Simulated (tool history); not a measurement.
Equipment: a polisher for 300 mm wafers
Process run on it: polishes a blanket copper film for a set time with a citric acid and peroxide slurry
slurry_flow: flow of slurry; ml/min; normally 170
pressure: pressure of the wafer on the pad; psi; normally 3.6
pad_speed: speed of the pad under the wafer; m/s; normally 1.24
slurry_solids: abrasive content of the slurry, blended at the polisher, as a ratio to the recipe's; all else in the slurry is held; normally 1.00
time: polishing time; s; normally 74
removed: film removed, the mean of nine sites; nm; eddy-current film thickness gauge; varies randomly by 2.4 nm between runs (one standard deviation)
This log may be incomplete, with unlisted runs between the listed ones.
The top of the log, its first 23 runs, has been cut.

run    hour  slurry_flow  pressure  pad_speed  slurry_solids  time  wafers since the last listed run  wafers polished on this pad  hours since the slurry nozzle was cleaned  hours since the head pressure was calibrated  hours since the slurry blender was calibrated  incoming thickness of the incoming film, nm  removed
 24  1236.6          150       3.6       1.68           1.00    93                               410                         3188                                      167.5                                         748.7                                          106.1                                       1038.2    307.5
     1280.3  -- head pressure recalibrated
     1352.0  -- worn pad replaced by a new one
 25  1352.5          225       3.6       1.24           1.00    74                               997                            4                                      283.4                                          72.2                                          222.0                                       1040.0    230.7
 26  1389.9          170       4.8       1.24           1.00    74                               339                          344                                      320.8                                         109.6                                          259.4                                       1018.0    272.8
 27  1445.3          170       2.5       1.24           1.00    74                               502                          847                                      376.2                                         165.0                                          314.8                                       1020.6    165.9
 28  1503.6          170       3.6       1.10           1.00    74                               529                         1376                                      434.5                                         223.3                                          373.1                                       1020.1    197.0
     1560.8  -- slurry blender recalibrated
 29  1575.0          125       4.0       1.50           0.75    74                               630                         2006                                      505.9                                         294.7                                           14.2                                       1020.9    239.1
 30  1630.5          170       3.6       1.24           1.00    74                               503                         2510                                      561.4                                         350.2                                           69.7                                       1039.5    205.9
     1649.1  -- slurry nozzle cleaned
 31  1666.4          170       3.6       1.24           1.00    74                               316                         2827                                       17.3                                         386.1                                          105.6                                       1039.9    206.7

What if the next run were any one of these 3? Each begins from the tool's condition after run 31:
  A  1666.8          155       3.6       1.24           1.00    74                                 3                         2831                                       17.7                                         386.5                                          106.0                                       1036.6        ?
  B  1666.8          170       4.1       1.24           1.00    54                                 3                         2831                                       17.7                                         386.5                                          106.0                                       1036.6        ?
  C  1666.8          170       4.8       0.98           1.10    74                                 3                         2831                                       17.7                                         386.5                                          106.0                                       1036.6        ?

run  removed
  A    201.2
  B    164.9
  C    221.5
Without the tool's hidden state the same runs would have given:
run  removed
  A    214.0
  B    175.4
  C    235.6

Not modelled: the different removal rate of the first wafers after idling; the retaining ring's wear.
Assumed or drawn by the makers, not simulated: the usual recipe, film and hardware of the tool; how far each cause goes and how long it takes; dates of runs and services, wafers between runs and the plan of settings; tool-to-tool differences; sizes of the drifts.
